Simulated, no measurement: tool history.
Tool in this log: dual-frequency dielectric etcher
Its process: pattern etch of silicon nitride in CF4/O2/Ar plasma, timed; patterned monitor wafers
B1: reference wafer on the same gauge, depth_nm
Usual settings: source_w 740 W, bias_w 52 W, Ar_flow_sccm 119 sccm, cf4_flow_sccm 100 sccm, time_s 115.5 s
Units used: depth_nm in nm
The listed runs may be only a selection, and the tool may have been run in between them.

run 1 hour=0 | source_w=740 bias_w=52 Ar_flow_sccm=119 cf4_flow_sccm=100 time_s=115.5 | B1=251 | depth_nm=294.5
run 2 hour=6.1 | source_w=740 bias_w=52 Ar_flow_sccm=119 cf4_flow_sccm=100 time_s=115.5 | B1=251 | depth_nm=294.1
run 3 hour=13.9 | source_w=740 bias_w=52 Ar_flow_sccm=119 cf4_flow_sccm=90 time_s=115.5 | B1=250.9 | depth_nm=289.3
run 4 hour=30.7 | source_w=740 bias_w=52 Ar_flow_sccm=119 cf4_flow_sccm=90 time_s=115.5 | B1=250.9 | depth_nm=289.5
run 5 hour=47.5 | source_w=740 bias_w=52 Ar_flow_sccm=119 cf4_flow_sccm=90 time_s=115.5 | B1=251.1 | depth_nm=289.6
run 6 hour=60.5 | source_w=740 bias_w=52 Ar_flow_sccm=125 cf4_flow_sccm=100 time_s=115.5 | B1=250.9 | depth_nm=290.6
-- hour=89.2 CF4 flow controller replaced
-- hour=98.6 wet clean of the chamber
-- hour=102.9 bias power generator calibrated
run 7 hour=103.4 | source_w=780 bias_w=52 Ar_flow_sccm=119 cf4_flow_sccm=100 time_s=125 | B1=251.1 | depth_nm=335
run 8 hour=103.7 | source_w=780 bias_w=52 Ar_flow_sccm=119 cf4_flow_sccm=100 time_s=125 | B1=251 | depth_nm=335.7
run 9 hour=104.1 | source_w=740 bias_w=52 Ar_flow_sccm=119 cf4_flow_sccm=100 time_s=115.5 | B1=251.1 | depth_nm=302.7
run 10 hour=104.4 | source_w=740 bias_w=52 Ar_flow_sccm=119 cf4_flow_sccm=100 time_s=115.5 | B1=251 | depth_nm=302.8
run 11 hour=110.8 | source_w=740 bias_w=52 Ar_flow_sccm=139 cf4_flow_sccm=100 time_s=99 | B1=251.2 | depth_nm=250.6
-- hour=140.9 upper electrode replaced
run 12 hour=141.4 | source_w=740 bias_w=52 Ar_flow_sccm=137 cf4_flow_sccm=100 time_s=115.5 | B1=251 | depth_nm=293.4
run 13 hour=141.8 | source_w=740 bias_w=52 Ar_flow_sccm=134 cf4_flow_sccm=100 time_s=101.5 | B1=251 | depth_nm=259.4
-- hour=151.9 source power generator calibrated
run 14 hour=152.4 | source_w=680 bias_w=55 Ar_flow_sccm=119 cf4_flow_sccm=100 time_s=115.5 | B1=250.9 | depth_nm=296.4
run 15 hour=161.9 | source_w=740 bias_w=52 Ar_flow_sccm=119 cf4_flow_sccm=100 time_s=115.5 | B1=251 | depth_nm=301.9
-- hour=173.8 Ar flow controller replaced
-- hour=174 gauge calibrated
run 16 hour=174.6 | source_w=740 bias_w=52 Ar_flow_sccm=90 cf4_flow_sccm=100 time_s=83 | B1=250.9 | depth_nm=228.2
run 17 hour=181.9 | source_w=740 bias_w=52 Ar_flow_sccm=119 cf4_flow_sccm=100 time_s=115.5 | B1=251 | depth_nm=301.1
run 18 hour=198.1 | source_w=740 bias_w=57 Ar_flow_sccm=95 cf4_flow_sccm=100 time_s=97.5 | B1=250.9 | depth_nm=274.8
run 19 hour=215.3 | source_w=660 bias_w=59 Ar_flow_sccm=119 cf4_flow_sccm=100 time_s=129.5 | B1=251.1 | depth_nm=337.1
run 20 hour=229.3 | source_w=890 bias_w=58 Ar_flow_sccm=119 cf4_flow_sccm=100 time_s=141 | B1=251.2 | depth_nm=421.4
run 21 hour=244.6 | source_w=740 bias_w=60 Ar_flow_sccm=119 cf4_flow_sccm=100 time_s=141 | B1=251 | depth_nm=390.7

Branching from run 21: 4 alternative next runs. What would each branch give?
run A hour=245 | source_w=740 bias_w=52 Ar_flow_sccm=119 cf4_flow_sccm=100 time_s=115.5 | B1=? | depth_nm=?
run B hour=245 | source_w=740 bias_w=52 Ar_flow_sccm=102 cf4_flow_sccm=100 time_s=115.5 | B1=? | depth_nm=?
run C hour=245 | source_w=740 bias_w=52 Ar_flow_sccm=119 cf4_flow_sccm=87 time_s=115.5 | B1=? | depth_nm=?
run D hour=245 | source_w=740 bias_w=52 Ar_flow_sccm=119 cf4_flow_sccm=100 time_s=95.5 | B1=? | depth_nm=?

run=A B1=250.9 depth_nm=299.3
run=B B1=250.9 depth_nm=308.3
run=C B1=250.9 depth_nm=293.4
run=D B1=250.9 depth_nm=247.5
Take away the tool's hidden state, keep each run's random variation, and the runs would have read:
run=A depth_nm=301.8
run=B depth_nm=310.9
run=C depth_nm=295.9
run=D depth_nm=249.5
